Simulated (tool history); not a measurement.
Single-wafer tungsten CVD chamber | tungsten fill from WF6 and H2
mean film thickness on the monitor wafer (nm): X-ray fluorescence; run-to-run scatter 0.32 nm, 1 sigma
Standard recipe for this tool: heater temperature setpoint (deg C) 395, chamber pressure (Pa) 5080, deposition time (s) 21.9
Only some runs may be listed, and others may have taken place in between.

run	day	heater temperature setpoint (deg C)	chamber pressure (Pa)	deposition time (s)	read-back reference wafer on the same gauge, thickness_nm	mean film thickness on the monitor wafer (nm)
1	0.000	395	5080	21.9	60.246	73.096
2	1.042	395	5853	20.5	60.385	71.970
3	2.029	395	5853	20.5	60.386	72.500
4	3.008	395	5853	20.5	60.492	72.552
5	4.242	407	5080	21.9	60.655	95.412
# day 5.446: showerhead replaced
# day 5.558: capacitance manometer re-zeroed and calibrated
6	5.592	407	5080	21.9	60.645	95.278
7	7.054	407	5080	21.9	60.720	95.007
# day 7.658: gauge calibrated
8	7.742	395	5080	21.9	59.809	73.403
9	8.396	407	4080	23.5	59.890	94.335
# day 9.167: thermocouple changed; heater temperature recalibrated
10	9.188	395	5080	21.9	59.836	73.087
11	10.096	391	5426	21.9	59.873	68.337
12	11.300	400	4040	18.7	60.003	64.477
13	12.208	380	5933	21.9	60.008	55.311
14	13.242	384	5080	21.9	60.110	57.721

Expected results for the next run?
15	13.988	395	5080	18.7	?	?

{"run 15": {"read-back reference wafer on the same gauge, thickness_nm": 60.165, "mean film thickness on the monitor wafer (nm)": 62.844}}
Were there no unlogged condition in the tool, this run, its random variation unchanged, would have produced mean film thickness on the monitor wafer (nm) 62.498.
